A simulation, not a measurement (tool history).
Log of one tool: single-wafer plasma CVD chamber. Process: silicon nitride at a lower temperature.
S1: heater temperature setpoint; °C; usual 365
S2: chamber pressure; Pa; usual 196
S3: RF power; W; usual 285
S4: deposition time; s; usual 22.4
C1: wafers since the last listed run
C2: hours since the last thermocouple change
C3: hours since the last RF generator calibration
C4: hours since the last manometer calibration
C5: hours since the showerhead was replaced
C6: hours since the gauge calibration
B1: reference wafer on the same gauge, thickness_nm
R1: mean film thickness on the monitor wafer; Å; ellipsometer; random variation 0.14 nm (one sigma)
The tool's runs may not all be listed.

Run 1, day 0.000: usual settings; C1 0; C2 1095.9; C3 414.5; C4 187.7; C5 5503.0; C6 302.5; B1 25.799. Result: R1 278.13 Å.
Run 2, day 1.192: usual settings; C1 886; C2 1124.5; C3 443.1; C4 216.3; C5 5531.6; C6 331.1; B1 25.787. Result: R1 276.27 Å.
At day 2.150: showerhead replaced.
Run 3, day 2.217: usual settings but S2 235 Pa; C1 514; C2 1149.1; C3 467.7; C4 240.9; C5 1.6; C6 355.7; B1 25.816. Result: R1 287.91 Å.
Run 4, day 4.658: usual settings but S1 379 °C; C1 1816; C2 1207.7; C3 526.3; C4 299.5; C5 60.2; C6 414.3; B1 25.825. Result: R1 274.48 Å.
Run 5, day 6.646: usual settings; C1 1478; C2 1255.4; C3 574.0; C4 347.2; C5 107.9; C6 462.0; B1 25.803. Result: R1 279.27 Å.
Run 6, day 7.950: usual settings; C1 970; C2 1286.7; C3 605.3; C4 378.5; C5 139.2; C6 493.3; B1 25.805. Result: R1 277.60 Å.
Run 7, day 12.258: usual settings but S1 352 °C, S2 244 Pa; C1 3205; C2 1390.1; C3 708.7; C4 481.9; C5 242.6; C6 596.7; B1 25.781. Result: R1 289.86 Å.
Run 8, day 15.200: usual settings but S1 350 °C, S2 241 Pa, S3 260 W, S4 24.1 s; C1 2188; C2 1460.7; C3 779.3; C4 552.5; C5 313.2; C6 667.3; B1 25.814. Result: R1 293.29 Å.
At day 17.212: capacitance manometer re-zeroed and calibrated, repeated, since the last time left the tool worse.
Run 9, day 18.721: usual settings but S1 376 °C, S2 167 Pa; C1 2371; C2 1545.2; C3 863.8; C4 36.2; C5 397.7; C6 751.8; B1 25.803. Result: R1 259.85 Å.
Run 10, day 19.958: usual settings but S2 244 Pa, S3 330 W; C1 920; C2 1574.9; C3 893.5; C4 65.9; C5 427.4; C6 781.5; B1 25.823. Result: R1 315.77 Å.
Run 11, day 22.050: usual settings but S1 375 °C, S2 168 Pa, S3 255 W, S4 24.9 s; C1 1556; C2 1625.1; C3 943.7; C4 116.1; C5 477.6; C6 831.7; B1 25.806. Result: R1 268.21 Å.
Run 12, day 23.279: usual settings but S1 352 °C, S2 152 Pa, S3 260 W; C1 914; C2 1654.6; C3 973.2; C4 145.6; C5 507.1; C6 861.2; B1 25.803. Result: R1 239.62 Å.
At day 25.854: thermocouple changed; heater temperature recalibrated.
Run 13, day 26.208: usual settings; C1 1931; C2 8.5; C3 1043.5; C4 215.9; C5 577.4; C6 931.5; B1 25.790. Result: R1 272.56 Å.
Run 14, day 27.346: usual settings but S1 353 °C, S2 228 Pa, S3 340 W; C1 846; C2 35.8; C3 1070.8; C4 243.2; C5 604.7; C6 958.8; B1 25.785. Result: R1 319.19 Å.
Run 15, day 29.079: usual settings but S2 168 Pa, S3 310 W; C1 1289; C2 77.4; C3 1112.4; C4 284.8; C5 646.3; C6 1000.4; B1 25.786. Result: R1 280.01 Å.
Run 16, day 30.471: usual settings but S1 358 °C, S2 236 Pa; C1 1035; C2 110.8; C3 1145.8; C4 318.2; C5 679.7; C6 1033.8; B1 25.811. Result: R1 283.91 Å.
Run 17, day 33.025: usual settings but S1 360 °C, S3 325 W; C1 1900; C2 172.1; C3 1207.1; C4 379.5; C5 741.0; C6 1095.1; B1 25.821. Result: R1 300.10 Å.
Run 18, day 34.292: usual settings but S1 369 °C, S3 245 W, S4 20.6 s; C1 942; C2 202.5; C3 1237.5; C4 409.9; C5 771.4; C6 1125.5; B1 25.799. Result: R1 222.25 Å.
Run 19, day 36.829: usual settings but S2 211 Pa, S4 26.3 s; C1 1887; C2 263.4; C3 1298.4; C4 470.8; C5 832.3; C6 1186.4; B1 25.789. Result: R1 323.06 Å.
Run 20, day 41.829: usual settings but S2 244 Pa, S3 330 W; C1 3720; C2 383.4; C3 1418.4; C4 590.8; C5 952.3; C6 1306.4; B1 25.792. Result: R1 316.32 Å.
Run 21, day 44.650: usual settings but S1 360 °C; C1 2098; C2 451.1; C3 1486.1; C4 658.5; C5 1020.0; C6 1374.1; B1 25.798. Result: R1 272.16 Å.
Run 22, day 45.933: usual settings but S1 377 °C, S2 228 Pa, S4 20.1 s; C1 954; C2 481.9; C3 1516.9; C4 689.3; C5 1050.8; C6 1404.9; B1 25.785. Result: R1 252.80 Å.
Run 23, day 47.762: usual settings but S1 357 °C, S3 240 W, S4 19.7 s; C1 1360; C2 525.8; C3 1560.8; C4 733.2; C5 1094.7; C6 1448.8; B1 25.788. Result: R1 211.05 Å.
At day 47.933: gauge calibrated.
Run 24, day 50.246: usual settings but S4 23.8 s; C1 1847; C2 585.4; C3 1620.4; C4 792.8; C5 1154.3; C6 55.5; B1 25.809. Result: R1 288.25 Å.
Run 25, day 51.996: usual settings but S2 237 Pa, S4 25.4 s; C1 1302; C2 627.4; C3 1662.4; C4 834.8; C5 1196.3; C6 97.5; B1 25.810. Result: R1 321.09 Å.
Run 26, day 53.433: usual settings but S1 357 °C, S3 240 W, S4 19.7 s; C1 1069; C2 661.9; C3 1696.9; C4 869.3; C5 1230.8; C6 132.0; B1 25.798. Result: R1 210.38 Å.
Run 27, day 54.604: usual settings but S3 325 W; C1 871; C2 690.0; C3 1725.0; C4 897.4; C5 1258.9; C6 160.1; B1 25.818. Result: R1 297.16 Å.

5 ways to go on from here, each from the tool as it stands after run 27. What would each give?
Run A, day 54.621: usual settings but S4 18.1 s; C1 12; C2 690.4; C3 1725.4; C4 897.8; C5 1259.3; C6 160.5; B1 ?. Result: R1 ?.
Run B, day 54.621: usual settings but S2 157 Pa, S3 240 W; C1 12; C2 690.4; C3 1725.4; C4 897.8; C5 1259.3; C6 160.5; B1 ?. Result: R1 ?.
Run C, day 54.621: usual settings but S2 164 Pa, S4 24.6 s; C1 12; C2 690.4; C3 1725.4; C4 897.8; C5 1259.3; C6 160.5; B1 ?. Result: R1 ?.
Run D, day 54.621: usual settings but S1 374 °C, S2 163 Pa, S3 315 W, S4 26.2 s; C1 12; C2 690.4; C3 1725.4; C4 897.8; C5 1259.3; C6 160.5; B1 ?. Result: R1 ?.
Run E, day 54.621: usual settings but S1 355 °C, S4 21.1 s; C1 12; C2 690.4; C3 1725.4; C4 897.8; C5 1259.3; C6 160.5; B1 ?. Result: R1 ?.

run      B1      R1
  A  25.788  218.92
  B  25.788  227.89
  C  25.788  286.60
  D  25.788  325.99
  E  25.788  255.99
Without the tool's hidden state the same runs would have given:
run      R1
  A  219.35
  B  228.35
  C  287.18
  D  326.65
  E  256.50

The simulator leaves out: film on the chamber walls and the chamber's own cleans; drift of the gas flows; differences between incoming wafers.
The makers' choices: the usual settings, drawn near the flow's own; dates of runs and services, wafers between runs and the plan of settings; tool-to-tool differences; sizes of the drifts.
